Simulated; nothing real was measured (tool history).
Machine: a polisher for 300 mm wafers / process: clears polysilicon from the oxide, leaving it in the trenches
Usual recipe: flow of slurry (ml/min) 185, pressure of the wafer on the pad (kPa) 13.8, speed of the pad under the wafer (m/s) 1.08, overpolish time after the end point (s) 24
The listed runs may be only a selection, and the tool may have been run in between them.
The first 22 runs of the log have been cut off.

run	hour	flow of slurry (ml/min)	pressure of the wafer on the pad (kPa)	speed of the pad under the wafer (m/s)	overpolish time after the end point (s)	incoming thickness of the incoming film, nm	time until the end point was called (s)
23	1795.3	185	13.8	1.08	24	371.1	34
# hour 1900.8: head pressure recalibrated
24	1902.2	160	12.4	0.8	12	367	45.2
# hour 2129.9: slurry nozzle cleaned
25	2194.8	185	15.9	1.08	24	374.7	33.7
# hour 2302.1: worn pad replaced by a new one
26	2353	185	13.8	0.94	24	368	36.4
27	2397.7	140	13.8	0.98	24	370.7	36.6
28	2448.4	185	13.8	1.08	24	369.8	33.2
29	2546.1	240	16.5	1.08	14	365.9	28.9
30	2609.1	120	17.2	1.08	13	364.8	31.1
31	2710.3	240	13.8	1.08	24	372.1	34.1
32	2747.8	185	13.8	1.46	24	370.9	27.5
33	2791.5	145	13.8	1.08	24	372	35.3
# hour 2841.9: slurry nozzle cleaned
34	2871.2	185	17.2	0.98	24	362.6	31.3

4 ways to go on from here, each from the tool as it stands after run 34. What would each give?
A	2871.6	185	13.8	1.08	24	370.9	?
B	2871.6	185	16.5	1.26	13	370.9	?
C	2871.6	135	17.2	0.96	24	370.9	?
D	2871.6	150	13.8	1.44	24	370.9	?

run	time until the end point was called (s)
A	34.8
B	27.7
C	34
D	28
Without the tool's hidden state the same runs would have given:
run	time until the end point was called (s)
A	32
B	25.5
C	31.3
D	25.8
